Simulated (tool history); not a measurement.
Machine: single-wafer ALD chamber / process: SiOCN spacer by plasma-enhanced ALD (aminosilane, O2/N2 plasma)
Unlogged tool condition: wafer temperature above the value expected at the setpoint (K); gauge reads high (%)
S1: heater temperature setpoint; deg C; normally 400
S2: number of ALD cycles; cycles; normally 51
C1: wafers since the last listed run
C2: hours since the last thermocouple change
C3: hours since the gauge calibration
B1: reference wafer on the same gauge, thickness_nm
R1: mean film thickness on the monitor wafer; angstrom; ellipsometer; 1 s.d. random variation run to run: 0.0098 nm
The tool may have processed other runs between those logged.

run   hour   S1  S2   C1      C2     C3     B1     R1
  1      0  390  51    0  2561.7   82.8   3.29  31.12
  2   31.5  390  51  135  2593.2  114.3  3.289  31.46
  3   39.4  400  51   33  2601.1  122.2  3.288  31.35
  4   48.9  400  51   40  2610.6  131.7  3.291  31.31
  5     64  400  51   64  2625.7  146.8   3.29  31.28
  6   70.3  400  51   27    2632  153.1  3.291  31.41
  7   86.3  400  51   68    2648  169.1  3.291  31.55
  8   94.7  400  51   36  2656.4  177.5   3.29  31.32
  9  108.5  400  51   59  2670.2  191.3  3.288  31.35
 10  117.3  400  51   37    2679  200.1  3.291  31.31
     135.5  -- thermocouple changed; heater temperature recalibrated
 11    136  400  51   45     0.5  218.8  3.289  31.31
 12  136.4  400  51    1     0.9  219.2   3.29  31.35
 13  146.2  395  47   42    10.7    229  3.292   28.8
 14  158.9  395  47   54    23.4  241.7  3.287  28.82
 15  169.4  400  51   45    33.9  252.2  3.292  31.27
 16  186.9  400  51   75    51.4  269.7  3.291  31.24
 17  201.7  400  51   63    66.2  284.5  3.289  31.45
 18  215.9  400  53   60    80.4  298.7   3.29  32.47
 19  223.4  414  59   32    87.9  306.2  3.293  34.92
 20    237  413  51   58   101.5  319.8  3.291  30.23
 21  245.4  400  45   36   109.9  328.2  3.289  27.67
 22  257.8  394  57   53   122.3  340.6  3.287  35.16
     273.9  -- gauge calibrated
 23  274.3  400  59   70   138.8    0.4  3.291  36.24
 24  282.3  400  43   34   146.8    8.4  3.288  26.36
 25    294  386  51   50   158.5   20.1  3.288  31.31
 26  309.1  400  51   64   173.6   35.2  3.292  31.39
 27  321.9  392  54   54   186.4     48  3.286  33.17
 28  329.1  400  51   30   193.6   55.2  3.289  31.24
 29  342.7  413  60   58   207.2   68.8  3.289  35.44
 30  351.8  400  51   39   216.3   77.9  3.291  31.22
 31  357.8  385  51   25   222.3   83.9  3.291  31.22
 32  365.6  392  42   33   230.1   91.7  3.289  25.81
 33  383.3  393  51   75   247.8  109.4  3.291  31.23
 34  398.1  400  60   63   262.6  124.2  3.291  36.71
 35  406.7  395  60   36   271.2  132.8  3.291  36.91
 36  424.1  400  51   74   288.6  150.2  3.292  31.21

Hidden state at the last listed run before each entry between runs and at the first one after, where it differs:
Runs 10 to 11: thermocouple changed; heater temperature recalibrated (hour 135.5)
  the hidden state is the same at both runs
Runs 22 to 23: gauge calibrated (hour 273.9)
  the hidden state is the same at both runs
